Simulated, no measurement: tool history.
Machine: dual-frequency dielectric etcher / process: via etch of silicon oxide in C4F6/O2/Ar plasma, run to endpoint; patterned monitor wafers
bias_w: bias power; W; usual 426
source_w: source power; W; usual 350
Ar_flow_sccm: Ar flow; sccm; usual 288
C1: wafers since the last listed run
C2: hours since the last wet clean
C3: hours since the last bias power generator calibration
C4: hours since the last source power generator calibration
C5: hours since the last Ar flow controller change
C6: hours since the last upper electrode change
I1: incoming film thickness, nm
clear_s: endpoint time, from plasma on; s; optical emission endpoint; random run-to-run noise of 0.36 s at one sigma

{"run": 1, "hour": 0.0, "bias_w": 426, "source_w": 350, "Ar_flow_sccm": 288, "C1": 0, "C2": 169.9, "C3": 3692, "C4": 1960.1, "C5": 5217.5, "C6": 3433.5, "I1": 190.4, "clear_s": 51.8}
{"run": 2, "hour": 11.3, "bias_w": 426, "source_w": 350, "Ar_flow_sccm": 288, "C1": 166, "C2": 181.2, "C3": 3703.3, "C4": 1971.4, "C5": 5228.8, "C6": 3444.8, "I1": 188.9, "clear_s": 51.5}
{"run": 3, "hour": 19.4, "bias_w": 426, "source_w": 350, "Ar_flow_sccm": 288, "C1": 119, "C2": 189.3, "C3": 3711.4, "C4": 1979.5, "C5": 5236.9, "C6": 3452.9, "I1": 190.7, "clear_s": 52.1}
{"run": 4, "hour": 34.6, "bias_w": 426, "source_w": 350, "Ar_flow_sccm": 288, "C1": 224, "C2": 204.5, "C3": 3726.6, "C4": 1994.7, "C5": 5252.1, "C6": 3468.1, "I1": 193.3, "clear_s": 52.4}
{"run": 5, "hour": 47.0, "bias_w": 426, "source_w": 350, "Ar_flow_sccm": 288, "C1": 183, "C2": 216.9, "C3": 3739, "C4": 2007.1, "C5": 5264.5, "C6": 3480.5, "I1": 189.3, "clear_s": 51.3}
{"run": 6, "hour": 61.3, "bias_w": 426, "source_w": 320, "Ar_flow_sccm": 316, "C1": 211, "C2": 231.2, "C3": 3753.3, "C4": 2021.4, "C5": 5278.8, "C6": 3494.8, "I1": 191.4, "clear_s": 55.2}
{"run": 7, "hour": 78.2, "bias_w": 426, "source_w": 320, "Ar_flow_sccm": 316, "C1": 249, "C2": 248.1, "C3": 3770.2, "C4": 2038.3, "C5": 5295.7, "C6": 3511.7, "I1": 190.9, "clear_s": 55.2}
{"run": 8, "hour": 85.0, "bias_w": 426, "source_w": 350, "Ar_flow_sccm": 288, "C1": 100, "C2": 254.9, "C3": 3777, "C4": 2045.1, "C5": 5302.5, "C6": 3518.5, "I1": 189, "clear_s": 51.9}
{"hour": 119.5, "done": "upper electrode replaced"}
{"run": 9, "hour": 120.0, "bias_w": 426, "source_w": 350, "Ar_flow_sccm": 288, "C1": 162, "C2": 289.9, "C3": 3812, "C4": 2080.1, "C5": 5337.5, "C6": 0.5, "I1": 189.8, "clear_s": 51.1}
{"run": 10, "hour": 120.3, "bias_w": 394, "source_w": 380, "Ar_flow_sccm": 288, "C1": 4, "C2": 290.2, "C3": 3812.3, "C4": 2080.4, "C5": 5337.8, "C6": 0.8, "I1": 188.6, "clear_s": 49.7}
{"run": 11, "hour": 120.7, "bias_w": 426, "source_w": 350, "Ar_flow_sccm": 288, "C1": 5, "C2": 290.6, "C3": 3812.7, "C4": 2080.8, "C5": 5338.2, "C6": 1.2, "I1": 189.5, "clear_s": 51}
{"run": 12, "hour": 121.0, "bias_w": 426, "source_w": 350, "Ar_flow_sccm": 288, "C1": 4, "C2": 290.9, "C3": 3813, "C4": 2081.1, "C5": 5338.5, "C6": 1.5, "I1": 189.9, "clear_s": 51.5}
{"run": 13, "hour": 127.2, "bias_w": 426, "source_w": 350, "Ar_flow_sccm": 288, "C1": 91, "C2": 297.1, "C3": 3819.2, "C4": 2087.3, "C5": 5344.7, "C6": 7.7, "I1": 192.7, "clear_s": 51.9}

Predict the results of run 14:
{"hour": 151.8, "done": "Ar flow controller replaced"}
{"hour": 154.9, "done": "wet clean of the chamber"}
{"run": 14, "hour": 155.4, "bias_w": 426, "source_w": 350, "Ar_flow_sccm": 288, "C1": 282, "C2": 0.5, "C3": 3847.4, "C4": 2115.5, "C5": 3.6, "C6": 35.9, "I1": 189.9, "clear_s": "?"}

clear_s: 57.2 s
Without the tool's hidden state the same run would have given clear_s 53.3 s.
